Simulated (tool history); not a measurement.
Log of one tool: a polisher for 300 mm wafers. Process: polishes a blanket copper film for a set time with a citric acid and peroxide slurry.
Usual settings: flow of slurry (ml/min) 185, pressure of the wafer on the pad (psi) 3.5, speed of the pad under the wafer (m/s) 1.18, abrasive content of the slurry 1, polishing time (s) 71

run	hour	flow of slurry (ml/min)	pressure of the wafer on the pad (psi)	speed of the pad under the wafer (m/s)	abrasive content of the slurry	polishing time (s)	wafers since the last listed run	wafers polished on this pad	hours since the slurry nozzle was cleaned	hours since the head pressure was calibrated	hours since the slurry blender was calibrated	incoming thickness of the incoming film, nm	film removed (Å)
1	0	185	3.5	1.18	1	71	0	1085	356.1	735.4	91.7	802.6	2405
# hour 9.7: slurry nozzle cleaned
2	70.7	185	3.5	1.18	1	71	860	1946	61	806.1	162.4	812.5	2534
3	130.1	185	3.5	1.18	1	71	733	2679	120.4	865.5	221.8	812.8	2533
4	199.6	185	3.5	1.18	1	71	858	3538	189.9	935	291.3	798.2	2494
# hour 239.1: slurry blender recalibrated
5	239.6	135	3.5	1.18	1	71	469	4007	229.9	975	0.5	802.2	2303
6	295.6	185	3.5	1.18	1	71	691	4699	285.9	1031	56.5	806.5	2439
# hour 319.1: worn pad replaced by a new one
7	356.3	185	3.5	1.18	1	71	700	459	346.6	1091.7	117.2	802.1	2479
8	391.6	185	4.3	1.18	1	71	436	895	381.9	1127	152.5	812.5	2814
# hour 416.8: slurry nozzle cleaned
9	420.8	185	4.3	1.18	1	71	348	1244	4	1156.2	181.7	796.3	2963
10	450.6	185	3.5	1.18	1	71	368	1612	33.8	1186	211.5	803.9	2564
11	487.1	185	3.5	1.18	1	71	450	2063	70.3	1222.5	248	792.4	2541
12	519.6	235	3.5	0.92	1	71	401	2464	102.8	1255	280.5	804.5	2108
13	578.3	185	3.2	1.48	0.9	62	725	3189	161.5	1313.7	339.2	790.9	2490
14	635	185	3.9	1.38	1	71	700	3889	218.2	1370.4	395.9	787.5	3036
# hour 638.9: slurry blender recalibrated
15	662.4	230	4.7	1.32	0.9	71	313	4203	245.6	1397.8	23.5	792	3359
# hour 729.4: worn pad replaced by a new one
16	731.7	245	3.5	1.18	1	59	806	28	314.9	1467.1	92.8	811.4	2158
# hour 749.9: slurry nozzle cleaned
17	765.3	185	4.6	1.18	0.85	71	402	430	15.4	1500.7	126.4	808.5	2984
18	791.1	185	3.5	1.18	1	71	318	749	41.2	1526.5	152.2	815.5	2573
19	827.9	185	3.5	1.18	1	71	454	1203	78	1563.3	189	794.5	2501
# hour 845.3: head pressure recalibrated
20	870.1	185	3.5	1	1	71	496	1700	120.2	24.8	231.2	799.2	2198
21	940.7	185	3.5	1.18	1	71	872	2572	190.8	95.4	301.8	796.5	2502
# hour 999.9: slurry blender recalibrated
22	1006.3	185	3.5	1.18	1	88	785	3358	256.4	161	6.4	803.3	3062
23	1038.7	205	3.5	1.18	0.9	78	400	3758	288.8	193.4	38.8	813.7	2702
24	1109.3	185	3.5	1.18	0.75	71	872	4630	359.4	264	109.4	789.6	2317
# hour 1126.8: slurry nozzle cleaned
# hour 1137.5: worn pad replaced by a new one
25	1154.7	185	4.5	0.84	1	61	499	211	27.9	309.4	154.8	792.3	1977
26	1180.1	150	3.5	1.44	1	63	313	525	53.3	334.8	180.2	792	2562
27	1217	135	3.5	1.18	1.2	71	455	981	90.2	371.7	217.1	796.7	2433
28	1269.3	130	3.5	1.52	1	71	646	1627	142.5	424	269.4	807.9	2837
29	1303.6	185	3.5	1.18	1	71	423	2051	176.8	458.3	303.7	802.8	2484
30	1369.5	185	3.5	1.18	1	94	813	2865	242.7	524.2	369.6	799.4	3272
# hour 1384.8: slurry blender recalibrated
31	1423.5	185	3.5	1.5	0.8	71	642	3507	296.7	578.2	38.7	799.7	2922

Below are 3 alternative next runs, each starting from the tool's condition after run 31. Predict each:
A	1423.9	185	3.5	1.18	1.15	71	4	3512	297.1	578.6	39.1	804.1	?
B	1423.9	200	3.5	1.18	1.25	71	4	3512	297.1	578.6	39.1	804.1	?
C	1423.9	185	2.8	1.18	1	71	4	3512	297.1	578.6	39.1	804.1	?

run	film removed (Å)
A	2529
B	2610
C	2165
Stripped of hidden state, with their random variation kept, the same runs would have yielded:
run	film removed (Å)
A	2659
B	2733
C	2276
